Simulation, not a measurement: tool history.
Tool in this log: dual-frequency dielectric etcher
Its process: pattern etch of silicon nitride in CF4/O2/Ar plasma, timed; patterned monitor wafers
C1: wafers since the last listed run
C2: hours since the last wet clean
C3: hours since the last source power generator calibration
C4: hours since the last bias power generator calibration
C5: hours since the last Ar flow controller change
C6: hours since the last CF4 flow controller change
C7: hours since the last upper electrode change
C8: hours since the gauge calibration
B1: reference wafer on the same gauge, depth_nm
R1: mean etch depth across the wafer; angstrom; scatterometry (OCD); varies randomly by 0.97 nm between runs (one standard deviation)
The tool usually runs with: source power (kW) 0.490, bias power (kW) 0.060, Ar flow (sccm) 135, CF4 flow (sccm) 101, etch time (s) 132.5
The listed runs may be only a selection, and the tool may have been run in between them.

{"run": 1, "hour": 0.0, "source power (kW)": 0.49, "bias power (kW)": 0.06, "Ar flow (sccm)": 135, "CF4 flow (sccm)": 101, "etch time (s)": 132.5, "C1": 0, "C2": 176.7, "C3": 2674.6, "C4": 2148.4, "C5": 2171.6, "C6": 1980.2, "C7": 6186.1, "C8": 717.8, "B1": 204.1, "R1": 2308}
{"run": 2, "hour": 83.3, "source power (kW)": 0.41, "bias power (kW)": 0.06, "Ar flow (sccm)": 135, "CF4 flow (sccm)": 101, "etch time (s)": 132.5, "C1": 676, "C2": 260.0, "C3": 2757.9, "C4": 2231.7, "C5": 2254.9, "C6": 2063.5, "C7": 6269.4, "C8": 801.1, "B1": 204.0, "R1": 1993}
{"hour": 164.9, "done": "source power generator calibrated"}
{"run": 3, "hour": 186.0, "source power (kW)": 0.49, "bias power (kW)": 0.06, "Ar flow (sccm)": 135, "CF4 flow (sccm)": 101, "etch time (s)": 132.5, "C1": 801, "C2": 362.7, "C3": 21.1, "C4": 2334.4, "C5": 2357.6, "C6": 2166.2, "C7": 6372.1, "C8": 903.8, "B1": 204.1, "R1": 2338}
{"run": 4, "hour": 232.7, "source power (kW)": 0.49, "bias power (kW)": 0.06, "Ar flow (sccm)": 135, "CF4 flow (sccm)": 101, "etch time (s)": 132.5, "C1": 379, "C2": 409.4, "C3": 67.8, "C4": 2381.1, "C5": 2404.3, "C6": 2212.9, "C7": 6418.8, "C8": 950.5, "B1": 204.2, "R1": 2325}
{"hour": 261.9, "done": "wet clean of the chamber"}
{"run": 5, "hour": 327.2, "source power (kW)": 0.49, "bias power (kW)": 0.06, "Ar flow (sccm)": 135, "CF4 flow (sccm)": 101, "etch time (s)": 132.5, "C1": 572, "C2": 65.3, "C3": 162.3, "C4": 2475.6, "C5": 2498.8, "C6": 2307.4, "C7": 6513.3, "C8": 1045.0, "B1": 204.2, "R1": 2385}
{"run": 6, "hour": 424.4, "source power (kW)": 0.49, "bias power (kW)": 0.06, "Ar flow (sccm)": 135, "CF4 flow (sccm)": 101, "etch time (s)": 132.5, "C1": 789, "C2": 162.5, "C3": 259.5, "C4": 2572.8, "C5": 2596.0, "C6": 2404.6, "C7": 6610.5, "C8": 1142.2, "B1": 204.0, "R1": 2368}
{"hour": 492.0, "done": "upper electrode replaced"}
{"run": 7, "hour": 503.0, "source power (kW)": 0.53, "bias power (kW)": 0.06, "Ar flow (sccm)": 135, "CF4 flow (sccm)": 101, "etch time (s)": 132.5, "C1": 443, "C2": 241.1, "C3": 338.1, "C4": 2651.4, "C5": 2674.6, "C6": 2483.2, "C7": 11.0, "C8": 1220.8, "B1": 204.1, "R1": 2515}
{"run": 8, "hour": 579.1, "source power (kW)": 0.39, "bias power (kW)": 0.06, "Ar flow (sccm)": 135, "CF4 flow (sccm)": 101, "etch time (s)": 132.5, "C1": 618, "C2": 317.2, "C3": 414.2, "C4": 2727.5, "C5": 2750.7, "C6": 2559.3, "C7": 87.1, "C8": 1296.9, "B1": 203.8, "R1": 1966}
{"hour": 646.5, "done": "wet clean of the chamber"}
{"run": 9, "hour": 647.0, "source power (kW)": 0.57, "bias power (kW)": 0.074, "Ar flow (sccm)": 147, "CF4 flow (sccm)": 79, "etch time (s)": 132.5, "C1": 356, "C2": 0.5, "C3": 482.1, "C4": 2795.4, "C5": 2818.6, "C6": 2627.2, "C7": 155.0, "C8": 1364.8, "B1": 204.2, "R1": 2839}
{"hour": 736.4, "done": "bias power generator calibrated"}
{"run": 10, "hour": 744.9, "source power (kW)": 0.49, "bias power (kW)": 0.06, "Ar flow (sccm)": 135, "CF4 flow (sccm)": 101, "etch time (s)": 132.5, "C1": 762, "C2": 98.4, "C3": 580.0, "C4": 8.5, "C5": 2916.5, "C6": 2725.1, "C7": 252.9, "C8": 1462.7, "B1": 203.9, "R1": 2371}
{"hour": 772.6, "done": "Ar flow controller replaced"}
{"run": 11, "hour": 815.4, "source power (kW)": 0.49, "bias power (kW)": 0.069, "Ar flow (sccm)": 135, "CF4 flow (sccm)": 101, "etch time (s)": 132.5, "C1": 524, "C2": 168.9, "C3": 650.5, "C4": 79.0, "C5": 42.8, "C6": 2795.6, "C7": 323.4, "C8": 1533.2, "B1": 204.0, "R1": 2542}
{"hour": 880.9, "done": "gauge calibrated"}
{"run": 12, "hour": 911.8, "source power (kW)": 0.6, "bias power (kW)": 0.066, "Ar flow (sccm)": 135, "CF4 flow (sccm)": 111, "etch time (s)": 150.0, "C1": 783, "C2": 265.3, "C3": 746.9, "C4": 175.4, "C5": 139.2, "C6": 2892.0, "C7": 419.8, "C8": 30.9, "B1": 204.2, "R1": 3335}
{"run": 13, "hour": 988.9, "source power (kW)": 0.49, "bias power (kW)": 0.06, "Ar flow (sccm)": 135, "CF4 flow (sccm)": 86, "etch time (s)": 132.5, "C1": 626, "C2": 342.4, "C3": 824.0, "C4": 252.5, "C5": 216.3, "C6": 2969.1, "C7": 496.9, "C8": 108.0, "B1": 203.8, "R1": 2282}
{"hour": 1012.9, "done": "CF4 flow controller replaced"}
{"run": 14, "hour": 1052.1, "source power (kW)": 0.49, "bias power (kW)": 0.06, "Ar flow (sccm)": 135, "CF4 flow (sccm)": 101, "etch time (s)": 132.5, "C1": 464, "C2": 405.6, "C3": 887.2, "C4": 315.7, "C5": 279.5, "C6": 39.2, "C7": 560.1, "C8": 171.2, "B1": 203.7, "R1": 2323}
{"run": 15, "hour": 1088.2, "source power (kW)": 0.49, "bias power (kW)": 0.06, "Ar flow (sccm)": 124, "CF4 flow (sccm)": 76, "etch time (s)": 132.5, "C1": 293, "C2": 441.7, "C3": 923.3, "C4": 351.8, "C5": 315.6, "C6": 75.3, "C7": 596.2, "C8": 207.3, "B1": 204.2, "R1": 2243}
{"hour": 1124.2, "done": "wet clean of the chamber"}
{"run": 16, "hour": 1190.4, "source power (kW)": 0.49, "bias power (kW)": 0.051, "Ar flow (sccm)": 118, "CF4 flow (sccm)": 117, "etch time (s)": 118.5, "C1": 635, "C2": 66.2, "C3": 1025.5, "C4": 454.0, "C5": 417.8, "C6": 177.5, "C7": 698.4, "C8": 309.5, "B1": 204.1, "R1": 2049}
{"run": 17, "hour": 1269.9, "source power (kW)": 0.49, "bias power (kW)": 0.06, "Ar flow (sccm)": 135, "CF4 flow (sccm)": 101, "etch time (s)": 132.5, "C1": 645, "C2": 145.7, "C3": 1105.0, "C4": 533.5, "C5": 497.3, "C6": 257.0, "C7": 777.9, "C8": 389.0, "B1": 204.0, "R1": 2369}
{"run": 18, "hour": 1319.8, "source power (kW)": 0.49, "bias power (kW)": 0.06, "Ar flow (sccm)": 135, "CF4 flow (sccm)": 101, "etch time (s)": 132.5, "C1": 405, "C2": 195.6, "C3": 1154.9, "C4": 583.4, "C5": 547.2, "C6": 306.9, "C7": 827.8, "C8": 438.9, "B1": 204.1, "R1": 2354}
{"run": 19, "hour": 1388.0, "source power (kW)": 0.49, "bias power (kW)": 0.06, "Ar flow (sccm)": 135, "CF4 flow (sccm)": 101, "etch time (s)": 132.5, "C1": 554, "C2": 263.8, "C3": 1223.1, "C4": 651.6, "C5": 615.4, "C6": 375.1, "C7": 896.0, "C8": 507.1, "B1": 204.1, "R1": 2347}
{"run": 20, "hour": 1440.8, "source power (kW)": 0.49, "bias power (kW)": 0.06, "Ar flow (sccm)": 108, "CF4 flow (sccm)": 101, "etch time (s)": 160.0, "C1": 429, "C2": 316.6, "C3": 1275.9, "C4": 704.4, "C5": 668.2, "C6": 427.9, "C7": 948.8, "C8": 559.9, "B1": 204.2, "R1": 2926}
{"run": 21, "hour": 1481.9, "source power (kW)": 0.56, "bias power (kW)": 0.06, "Ar flow (sccm)": 135, "CF4 flow (sccm)": 101, "etch time (s)": 122.0, "C1": 333, "C2": 357.7, "C3": 1317.0, "C4": 745.5, "C5": 709.3, "C6": 469.0, "C7": 989.9, "C8": 601.0, "B1": 204.1, "R1": 2395}
{"run": 22, "hour": 1572.1, "source power (kW)": 0.49, "bias power (kW)": 0.049, "Ar flow (sccm)": 167, "CF4 flow (sccm)": 87, "etch time (s)": 170.0, "C1": 732, "C2": 447.9, "C3": 1407.2, "C4": 835.7, "C5": 799.5, "C6": 559.2, "C7": 1080.1, "C8": 691.2, "B1": 204.1, "R1": 2515}

State the hidden condition of the tool at each of the runs:
bias power that arrives over what is set, %: 0 on each run
Ar flow that arrives over what is set, %: 0 on each run
CF4 flow that arrives over what is set, %: 0 on each run
gauge reads high (%): 0 on each run
H1: etch rate over this chamber's usual, %
H2: source power that arrives over what is set, %
run=1 H1=-1.1 H2=-3.54
run=2 H1=-1.54 H2=-3.78
run=3 H1=-2.09 H2=-0.837
run=4 H1=-2.34 H2=-0.839
run=5 H1=-0.404 H2=-0.85
run=6 H1=-0.923 H2=-0.872
run=7 H1=-1.34 H2=-0.897
run=8 H1=-1.75 H2=-0.927
run=9 H1=0.0334 H2=-0.959
run=10 H1=-0.489 H2=-1.01
run=11 H1=-0.865 H2=-1.06
run=12 H1=-1.38 H2=-1.13
run=13 H1=-1.79 H2=-1.2
run=14 H1=-2.13 H2=-1.25
run=15 H1=-2.32 H2=-1.29
run=16 H1=-0.0175 H2=-1.39
run=17 H1=-0.442 H2=-1.48
run=18 H1=-0.708 H2=-1.54
run=19 H1=-1.07 H2=-1.63
run=20 H1=-1.35 H2=-1.7
run=21 H1=-1.57 H2=-1.75
run=22 H1=-2.05 H2=-1.88

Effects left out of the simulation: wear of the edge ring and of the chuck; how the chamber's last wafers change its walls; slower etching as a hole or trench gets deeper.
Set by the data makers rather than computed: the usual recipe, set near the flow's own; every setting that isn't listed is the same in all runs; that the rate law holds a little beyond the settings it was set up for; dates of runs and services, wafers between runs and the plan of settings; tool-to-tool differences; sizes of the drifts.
